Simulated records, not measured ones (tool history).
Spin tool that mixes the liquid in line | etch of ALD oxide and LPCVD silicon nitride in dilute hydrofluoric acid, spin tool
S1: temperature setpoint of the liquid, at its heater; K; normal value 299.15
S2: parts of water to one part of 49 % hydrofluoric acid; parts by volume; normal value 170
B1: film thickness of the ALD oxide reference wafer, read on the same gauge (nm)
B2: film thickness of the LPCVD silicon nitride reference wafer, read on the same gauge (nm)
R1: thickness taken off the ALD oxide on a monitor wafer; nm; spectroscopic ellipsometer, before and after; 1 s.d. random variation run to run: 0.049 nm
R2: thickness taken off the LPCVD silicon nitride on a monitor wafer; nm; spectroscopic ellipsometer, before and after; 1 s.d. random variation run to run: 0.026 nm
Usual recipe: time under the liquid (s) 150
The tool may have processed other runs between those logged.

run 1 hour=0.0 | S1=299.15 S2=170 time_under_the_liquid_(s)=150 | B1=152.51 B2=101.647 | R1=8.55 R2=0.502
-- hour=32.9 hydrofluoric acid flow meter replaced
run 2 hour=33.4 | S1=299.15 S2=170 time_under_the_liquid_(s)=150 | B1=152.72 B2=101.760 | R1=8.51 R2=0.509
run 3 hour=101.9 | S1=299.15 S2=170 time_under_the_liquid_(s)=150 | B1=153.13 B2=102.110 | R1=8.61 R2=0.522
run 4 hour=123.6 | S1=299.15 S2=170 time_under_the_liquid_(s)=150 | B1=153.24 B2=102.129 | R1=8.46 R2=0.523
run 5 hour=159.4 | S1=299.15 S2=170 time_under_the_liquid_(s)=150 | B1=153.46 B2=102.294 | R1=8.69 R2=0.530
run 6 hour=191.6 | S1=301.15 S2=210 time_under_the_liquid_(s)=150 | B1=153.69 B2=102.419 | R1=7.09 R2=0.451
run 7 hour=211.4 | S1=300.65 S2=170 time_under_the_liquid_(s)=240 | B1=153.80 B2=102.543 | R1=14.51 R2=0.835
run 8 hour=246.5 | S1=301.65 S2=105 time_under_the_liquid_(s)=105 | B1=153.98 B2=102.644 | R1=11.65 R2=0.677
run 9 hour=321.8 | S1=299.15 S2=115 time_under_the_liquid_(s)=125 | B1=154.45 B2=102.916 | R1=11.36 R2=0.615
run 10 hour=349.3 | S1=299.15 S2=225 time_under_the_liquid_(s)=150 | B1=154.65 B2=103.059 | R1=6.11 R2=0.378
run 11 hour=374.1 | S1=302.15 S2=170 time_under_the_liquid_(s)=85 | B1=154.70 B2=103.165 | R1=5.47 R2=0.370
-- hour=398.6 gauge calibrated
run 12 hour=409.6 | S1=299.15 S2=245 time_under_the_liquid_(s)=225 | B1=150.00 B2=100.044 | R1=7.99 R2=0.503
run 13 hour=429.7 | S1=301.15 S2=210 time_under_the_liquid_(s)=150 | B1=150.11 B2=100.086 | R1=6.95 R2=0.500
run 14 hour=447.3 | S1=299.15 S2=170 time_under_the_liquid_(s)=150 | B1=150.20 B2=100.172 | R1=8.42 R2=0.507
run 15 hour=476.7 | S1=297.65 S2=170 time_under_the_liquid_(s)=215 | B1=150.39 B2=100.257 | R1=11.40 R2=0.618
run 16 hour=502.5 | S1=303.15 S2=170 time_under_the_liquid_(s)=180 | B1=150.59 B2=100.347 | R1=11.57 R2=0.787
-- hour=511.5 thermometer replaced
run 17 hour=527.6 | S1=299.15 S2=170 time_under_the_liquid_(s)=150 | B1=150.73 B2=100.449 | R1=8.46 R2=0.451
run 18 hour=548.2 | S1=299.15 S2=170 time_under_the_liquid_(s)=150 | B1=150.87 B2=100.567 | R1=8.48 R2=0.479
run 19 hour=605.6 | S1=299.15 S2=170 time_under_the_liquid_(s)=150 | B1=151.16 B2=100.755 | R1=8.44 R2=0.534
run 20 hour=618.4 | S1=299.15 S2=170 time_under_the_liquid_(s)=150 | B1=151.22 B2=100.871 | R1=8.47 R2=0.503
run 21 hour=645.5 | S1=294.65 S2=110 time_under_the_liquid_(s)=220 | B1=151.40 B2=100.931 | R1=17.31 R2=0.862
run 22 hour=678.7 | S1=303.65 S2=170 time_under_the_liquid_(s)=205 | B1=151.61 B2=101.048 | R1=13.51 R2=0.941
run 23 hour=699.1 | S1=299.15 S2=215 time_under_the_liquid_(s)=150 | B1=151.70 B2=101.163 | R1=6.39 R2=0.399
run 24 hour=735.1 | S1=302.15 S2=135 time_under_the_liquid_(s)=190 | B1=151.91 B2=101.325 | R1=15.87 R2=0.906
run 25 hour=749.2 | S1=302.65 S2=100 time_under_the_liquid_(s)=150 | B1=152.04 B2=101.371 | R1=18.04 R2=1.052
run 26 hour=783.0 | S1=302.65 S2=215 time_under_the_liquid_(s)=95 | B1=152.26 B2=101.473 | R1=4.54 R2=0.326

Each row is a separate what-if for the run after 26, all from the same tool condition, not one after another. Results?
run A hour=783.5 | S1=299.15 S2=145 time_under_the_liquid_(s)=150 | B1=? B2=? | R1=? R2=?
run B hour=783.5 | S1=299.15 S2=200 time_under_the_liquid_(s)=210 | B1=? B2=? | R1=? R2=?
run C hour=783.5 | S1=295.65 S2=215 time_under_the_liquid_(s)=105 | B1=? B2=? | R1=? R2=?
run D hour=783.5 | S1=299.15 S2=255 time_under_the_liquid_(s)=150 | B1=? B2=? | R1=? R2=?

run=A B1=152.26 B2=101.487 R1=10.32 R2=0.623
run=B B1=152.26 B2=101.487 R1=9.83 R2=0.633
run=C B1=152.26 B2=101.487 R1=3.96 R2=0.236
run=D B1=152.26 B2=101.487 R1=5.18 R2=0.354
The same runs, with their run-to-run variation unchanged, on a tool lacking any hidden condition would have given:
run=A R1=10.17 R2=0.614
run=B R1=9.68 R2=0.623
run=C R1=3.90 R2=0.233
run=D R1=5.11 R2=0.349

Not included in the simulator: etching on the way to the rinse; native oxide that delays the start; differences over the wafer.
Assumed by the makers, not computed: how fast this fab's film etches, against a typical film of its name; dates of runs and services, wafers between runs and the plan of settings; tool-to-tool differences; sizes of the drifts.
